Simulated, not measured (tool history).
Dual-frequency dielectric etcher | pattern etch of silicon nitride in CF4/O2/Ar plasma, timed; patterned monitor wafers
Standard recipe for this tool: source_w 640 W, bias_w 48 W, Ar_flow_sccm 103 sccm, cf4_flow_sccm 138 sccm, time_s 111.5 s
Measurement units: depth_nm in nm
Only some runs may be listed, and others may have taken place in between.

run,hour,source_w,bias_w,Ar_flow_sccm,cf4_flow_sccm,time_s,wafers since the last listed run,hours since the last wet clean,hours since the last source power generator calibration,hours since the last bias power generator calibration,hours since the last Ar flow controller change,hours since the last CF4 flow controller change,hours since the last upper electrode change,hours since the gauge calibration,"read-back reference wafer on the same gauge, depth_nm",depth_nm
1,0,640,48,103,138,111.5,0,478.9,2085.3,2114.5,4962.7,3325.3,4881,66.2,244.1,242.9
2,8.7,640,55,103,138,132,54,487.6,2094,2123.2,4971.4,3334,4889.7,74.9,243.9,311
3,25,640,55,103,138,132,102,503.9,2110.3,2139.5,4987.7,3350.3,4906,91.2,243.8,312
4,39,640,55,103,138,132,87,517.9,2124.3,2153.5,5001.7,3364.3,4920,105.2,244.1,308.8
# hour 50.4: source power generator calibrated
# hour 50.6: CF4 flow controller replaced
# hour 55.8: gauge calibrated
# hour 69: wet clean of the chamber
# hour 69.7: Ar flow controller replaced
5,70.2,640,48,110,138,111.5,49,1.2,19.8,2184.7,0.5,19.6,4951.2,14.4,243.7,240.3
6,70.5,640,48,103,158,111.5,1,1.5,20.1,2185,0.8,19.9,4951.5,14.7,243.8,248.9
# hour 75.2: bias power generator calibrated
# hour 99.7: upper electrode replaced
7,100.2,640,48,103,138,111.5,10,31.2,49.8,25,30.5,49.6,0.5,44.4,243.9,244.4
8,100.5,640,55,103,138,132,1,31.5,50.1,25.3,30.8,49.9,0.8,44.7,243.8,308.1
9,103.8,640,55,103,138,132,20,34.8,53.4,28.6,34.1,53.2,4.1,48,244,310.2
10,110,490,48,103,138,111.5,38,41,59.6,34.8,40.3,59.4,10.3,54.2,244.1,190.2
11,121.1,580,48,88,114,87,69,52.1,70.7,45.9,51.4,70.5,21.4,65.3,243.8,173.3

Run 12 has not been measured yet. What should we expect?
12,137,690,43,103,138,111.5,99,68,86.6,61.8,67.3,86.4,37.3,81.2,?,?

{"run 12": {"read-back reference wafer on the same gauge, depth_nm": 244, "depth_nm": 247.1}}
Had the tool carried no hidden state, the very same run would have given depth_nm 247.1 nm.
